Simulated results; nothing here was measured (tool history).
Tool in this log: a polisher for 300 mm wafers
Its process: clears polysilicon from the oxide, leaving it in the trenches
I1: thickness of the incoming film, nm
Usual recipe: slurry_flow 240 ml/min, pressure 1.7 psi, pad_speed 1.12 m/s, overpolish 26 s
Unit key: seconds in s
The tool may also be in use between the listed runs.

run 1 hour=0 | slurry_flow=240 pressure=1.7 pad_speed=1.12 overpolish=26 | I1=523 | seconds=68.5
run 2 hour=26.4 | slurry_flow=240 pressure=1.7 pad_speed=1.12 overpolish=26 | I1=522.7 | seconds=71.8
run 3 hour=44.8 | slurry_flow=240 pressure=1.7 pad_speed=1.12 overpolish=26 | I1=524.1 | seconds=73.4
-- hour=53.1 worn pad replaced by a new one
run 4 hour=56.9 | slurry_flow=240 pressure=1.7 pad_speed=1.12 overpolish=26 | I1=516.9 | seconds=66.7
run 5 hour=77.2 | slurry_flow=240 pressure=1.7 pad_speed=1.12 overpolish=26 | I1=517.2 | seconds=67.1
run 6 hour=97.9 | slurry_flow=240 pressure=1.7 pad_speed=1.12 overpolish=26 | I1=524.9 | seconds=68.7
run 7 hour=128.3 | slurry_flow=240 pressure=2 pad_speed=1.12 overpolish=26 | I1=515.9 | seconds=61.8
run 8 hour=141.4 | slurry_flow=240 pressure=1.7 pad_speed=1.12 overpolish=26 | I1=519.9 | seconds=71.8
-- hour=147 worn pad replaced by a new one
run 9 hour=171.2 | slurry_flow=240 pressure=1.7 pad_speed=1.12 overpolish=26 | I1=528.5 | seconds=69.7
run 10 hour=206.8 | slurry_flow=240 pressure=1.7 pad_speed=1.12 overpolish=26 | I1=511.9 | seconds=71
-- hour=226.7 slurry nozzle cleaned
run 11 hour=229.3 | slurry_flow=240 pressure=1.7 pad_speed=1.12 overpolish=26 | I1=512 | seconds=72.4
-- hour=253.9 worn pad replaced by a new one
run 12 hour=256.6 | slurry_flow=240 pressure=1.9 pad_speed=1.12 overpolish=40 | I1=511.7 | seconds=62.5
-- hour=277.7 head pressure recalibrated
run 13 hour=288.9 | slurry_flow=240 pressure=1.2 pad_speed=1.12 overpolish=26 | I1=531 | seconds=90.7
run 14 hour=306.6 | slurry_flow=240 pressure=1.1 pad_speed=1.12 overpolish=32 | I1=517.3 | seconds=94.1
run 15 hour=323.6 | slurry_flow=240 pressure=1.9 pad_speed=1.12 overpolish=39 | I1=518.3 | seconds=60.8
-- hour=354.4 worn pad replaced by a new one
run 16 hour=355 | slurry_flow=165 pressure=1.7 pad_speed=1.12 overpolish=26 | I1=525.3 | seconds=68.1
-- hour=448.5 worn pad replaced by a new one
run 17 hour=455.8 | slurry_flow=160 pressure=1.4 pad_speed=1.52 overpolish=37 | I1=519.9 | seconds=59.8
run 18 hour=477.1 | slurry_flow=240 pressure=1.7 pad_speed=1.12 overpolish=40 | I1=517.5 | seconds=66.6
run 19 hour=501.3 | slurry_flow=195 pressure=1.2 pad_speed=1.12 overpolish=33 | I1=525.4 | seconds=92.8

Forecast each of these 4 alternatives for the next run:
run A hour=501.7 | slurry_flow=240 pressure=1.7 pad_speed=1.12 overpolish=26 | I1=527.8 | seconds=?
run B hour=501.7 | slurry_flow=240 pressure=1.1 pad_speed=1.12 overpolish=26 | I1=527.8 | seconds=?
run C hour=501.7 | slurry_flow=285 pressure=1.3 pad_speed=1.12 overpolish=26 | I1=527.8 | seconds=?
run D hour=501.7 | slurry_flow=240 pressure=1.3 pad_speed=1.34 overpolish=37 | I1=527.8 | seconds=?

run=A seconds=69.2
run=B seconds=98.5
run=C seconds=84.7
run=D seconds=72.2
Stripped of hidden state, with their random variation kept, the same runs would have yielded:
run=A seconds=63.3
run=B seconds=90.1
run=C seconds=77.5
run=D seconds=66
